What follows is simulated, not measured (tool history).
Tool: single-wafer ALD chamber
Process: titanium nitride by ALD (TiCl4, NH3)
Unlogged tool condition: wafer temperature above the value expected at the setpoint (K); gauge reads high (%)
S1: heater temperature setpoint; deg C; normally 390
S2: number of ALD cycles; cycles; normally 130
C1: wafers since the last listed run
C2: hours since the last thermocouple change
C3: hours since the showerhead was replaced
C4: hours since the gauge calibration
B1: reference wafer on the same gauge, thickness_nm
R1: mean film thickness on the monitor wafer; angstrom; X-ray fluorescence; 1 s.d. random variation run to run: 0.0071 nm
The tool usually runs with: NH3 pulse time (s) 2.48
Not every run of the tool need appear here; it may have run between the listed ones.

Run 1, hour 0: usual settings but NH3 pulse time (s) 2.26; C1 0; C2 727.8; C3 4218.6; C4 123.6; B1 2.511. Result: R1 28.2 angstrom.
Run 2, hour 61.4: usual settings but NH3 pulse time (s) 2.26; C1 91; C2 789.2; C3 4280; C4 185; B1 2.509. Result: R1 28.27 angstrom.
Run 3, hour 104.7: usual settings but NH3 pulse time (s) 2.26; C1 64; C2 832.5; C3 4323.3; C4 228.3; B1 2.512. Result: R1 28.4 angstrom.
Run 4, hour 141: usual settings but S1 398 deg C, NH3 pulse time (s) 2.81; C1 53; C2 868.8; C3 4359.6; C4 264.6; B1 2.512. Result: R1 28.77 angstrom.
Run 5, hour 171.5: usual settings but S1 398 deg C, NH3 pulse time (s) 2.81; C1 45; C2 899.3; C3 4390.1; C4 295.1; B1 2.509. Result: R1 28.8 angstrom.
Run 6, hour 215.7: usual settings but S1 398 deg C, NH3 pulse time (s) 2.81; C1 65; C2 943.5; C3 4434.3; C4 339.3; B1 2.509. Result: R1 28.78 angstrom.
Run 7, hour 242.4: usual settings; C1 39; C2 970.2; C3 4461; C4 366; B1 2.511. Result: R1 28.3 angstrom.
Run 8, hour 272.2: usual settings; C1 44; C2 1000; C3 4490.8; C4 395.8; B1 2.509. Result: R1 28.38 angstrom.
Run 9, hour 312.8: usual settings; C1 60; C2 1040.6; C3 4531.4; C4 436.4; B1 2.512. Result: R1 28.44 angstrom.
Run 10, hour 424.4: usual settings; C1 165; C2 1152.2; C3 4643; C4 548; B1 2.51. Result: R1 28.52 angstrom.
Run 11, hour 476.9: usual settings; C1 78; C2 1204.7; C3 4695.5; C4 600.5; B1 2.509. Result: R1 28.31 angstrom.
Run 12, hour 510.9: usual settings; C1 50; C2 1238.7; C3 4729.5; C4 634.5; B1 2.511. Result: R1 28.35 angstrom.
Run 13, hour 565.8: usual settings but S2 143 cycles; C1 81; C2 1293.6; C3 4784.4; C4 689.4; B1 2.51. Result: R1 31.28 angstrom.
Run 14, hour 608.3: usual settings; C1 63; C2 1336.1; C3 4826.9; C4 731.9; B1 2.511. Result: R1 28.45 angstrom.
Run 15, hour 633: usual settings but S1 395 deg C; C1 36; C2 1360.8; C3 4851.6; C4 756.6; B1 2.509. Result: R1 28.46 angstrom.
Run 16, hour 684.2: usual settings but S1 403 deg C, S2 117 cycles, NH3 pulse time (s) 1.67; C1 76; C2 1412; C3 4902.8; C4 807.8; B1 2.509. Result: R1 25.15 angstrom.
Run 17, hour 715.9: usual settings but S1 398 deg C, S2 155 cycles, NH3 pulse time (s) 1.5; C1 47; C2 1443.7; C3 4934.5; C4 839.5; B1 2.508. Result: R1 32.94 angstrom.
Run 18, hour 755.1: usual settings; C1 58; C2 1482.9; C3 4973.7; C4 878.7; B1 2.508. Result: R1 28.36 angstrom.
Run 19, hour 783.1: usual settings but S1 380 deg C, S2 148 cycles, NH3 pulse time (s) 2.17; C1 41; C2 1510.9; C3 5001.7; C4 906.7; B1 2.51. Result: R1 31.64 angstrom.
At hour 805.2: showerhead replaced.
Run 20, hour 827.2: usual settings but S1 385 deg C, NH3 pulse time (s) 1.72; C1 53; C2 1555; C3 22; C4 950.8; B1 2.509. Result: R1 27.38 angstrom.
Run 21, hour 886.8: usual settings but S1 398 deg C, NH3 pulse time (s) 1.97; C1 88; C2 1614.6; C3 81.6; C4 1010.4; B1 2.509. Result: R1 28.13 angstrom.
At hour 907.8: gauge calibrated.
Run 22, hour 944.3: usual settings but S2 119 cycles; C1 85; C2 1672.1; C3 139.1; C4 36.5; B1 2.511. Result: R1 26.01 angstrom.
Run 23, hour 989.3: usual settings; C1 66; C2 1717.1; C3 184.1; C4 81.5; B1 2.509. Result: R1 28.47 angstrom.
Run 24, hour 1040.9: usual settings but S1 396 deg C, S2 153 cycles, NH3 pulse time (s) 2.17; C1 76; C2 1768.7; C3 235.7; C4 133.1; B1 2.51. Result: R1 33.34 angstrom.
Run 25, hour 1105.1: usual settings but S1 395 deg C, S2 142 cycles, NH3 pulse time (s) 2.77; C1 95; C2 1832.9; C3 299.9; C4 197.3; B1 2.51. Result: R1 31.22 angstrom.
At hour 1173.7: thermocouple changed; heater temperature recalibrated.
Run 26, hour 1174.2: usual settings but S1 386 deg C, S2 105 cycles; C1 90; C2 0.5; C3 369; C4 266.4; B1 2.51. Result: R1 22.91 angstrom.
Run 27, hour 1216.9: usual settings; C1 63; C2 43.2; C3 411.7; C4 309.1; B1 2.51. Result: R1 28.26 angstrom.
Run 28, hour 1280.5: usual settings but S1 402 deg C, S2 145 cycles; C1 94; C2 106.8; C3 475.3; C4 372.7; B1 2.509. Result: R1 31.79 angstrom.
Run 29, hour 1328.4: usual settings but S2 114 cycles; C1 71; C2 154.7; C3 523.2; C4 420.6; B1 2.512. Result: R1 24.9 angstrom.
Run 30, hour 1541.4: usual settings but S1 401 deg C, NH3 pulse time (s) 3.03; C1 316; C2 367.7; C3 736.2; C4 633.6; B1 2.509. Result: R1 29.03 angstrom.

Forecast each of these 5 alternatives for the next run:
Run A, hour 1542.1: usual settings; C1 1; C2 368.4; C3 736.9; C4 634.3; B1 ?. Result: R1 ?.
Run B, hour 1542.1: usual settings but S1 378 deg C, S2 107 cycles; C1 1; C2 368.4; C3 736.9; C4 634.3; B1 ?. Result: R1 ?.
Run C, hour 1542.1: usual settings but S1 381 deg C, S2 148 cycles, NH3 pulse time (s) 3.46; C1 1; C2 368.4; C3 736.9; C4 634.3; B1 ?. Result: R1 ?.
Run D, hour 1542.1: usual settings but S1 400 deg C, S2 118 cycles, NH3 pulse time (s) 1.73; C1 1; C2 368.4; C3 736.9; C4 634.3; B1 ?. Result: R1 ?.
Run E, hour 1542.1: usual settings but S1 395 deg C, S2 123 cycles; C1 1; C2 368.4; C3 736.9; C4 634.3; B1 ?. Result: R1 ?.

run    B1     R1
  A  2.51  28.43
  B  2.51  23.17
  C  2.51  32.75
  D  2.51  25.47
  E  2.51  27.02
With the hidden condition removed and each run's random variation left untouched, the same runs would have given:
run     R1
  A  28.43
  B  23.17
  C  32.75
  D  25.47
  E  27.02

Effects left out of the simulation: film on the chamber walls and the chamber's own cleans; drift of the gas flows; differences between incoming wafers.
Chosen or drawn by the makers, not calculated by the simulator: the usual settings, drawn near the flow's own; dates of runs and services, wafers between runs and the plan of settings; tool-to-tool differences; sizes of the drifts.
